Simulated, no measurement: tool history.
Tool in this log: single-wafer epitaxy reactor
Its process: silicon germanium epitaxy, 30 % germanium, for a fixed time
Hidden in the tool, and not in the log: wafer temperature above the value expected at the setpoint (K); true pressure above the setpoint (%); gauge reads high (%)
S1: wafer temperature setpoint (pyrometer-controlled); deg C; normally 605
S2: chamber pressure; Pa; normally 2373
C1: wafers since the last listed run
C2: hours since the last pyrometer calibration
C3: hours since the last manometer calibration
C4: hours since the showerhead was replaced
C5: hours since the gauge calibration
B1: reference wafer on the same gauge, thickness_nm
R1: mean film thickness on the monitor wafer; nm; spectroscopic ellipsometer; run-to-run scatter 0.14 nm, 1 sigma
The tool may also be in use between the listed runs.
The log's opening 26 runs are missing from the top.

run	hour	S1	S2	C1	C2	C3	C4	C5	B1	R1
27	369.9	612	1853	139	276.9	250.8	306.8	73.5	63.791	60.532
28	387.4	605	2373	291	294.4	268.3	324.3	91.0	63.825	60.799
29	399.3	619	2880	198	306.3	280.2	336.2	102.9	63.780	82.354
30	411.3	605	2066	199	318.3	292.2	348.2	114.9	63.817	56.856
31	428.0	605	2373	278	335.0	308.9	364.9	131.6	63.885	60.835
32	440.2	594	2786	203	347.2	321.1	377.1	143.8	63.788	54.597
33	448.7	605	2933	141	355.7	329.6	385.6	152.3	63.786	66.541
34	458.9	605	1893	169	365.9	339.8	395.8	162.5	63.771	54.303

Each row is a separate what-if for the run after 34, all from the same tool condition, not one after another. Results?
A	459.3	605	2373	6	366.3	340.2	396.2	162.9	?	?
B	459.3	605	2106	6	366.3	340.2	396.2	162.9	?	?
C	459.3	618	2800	6	366.3	340.2	396.2	162.9	?	?
D	459.3	615	2093	6	366.3	340.2	396.2	162.9	?	?
E	459.3	593	2200	6	366.3	340.2	396.2	162.9	?	?

run	B1	R1
A	63.779	60.524
B	63.779	57.278
C	63.779	80.024
D	63.779	66.862
E	63.779	48.165
With the hidden condition removed and each run's random variation left untouched, the same runs would have given:
run	R1
A	61.590
B	58.287
C	81.398
D	68.017
E	49.035
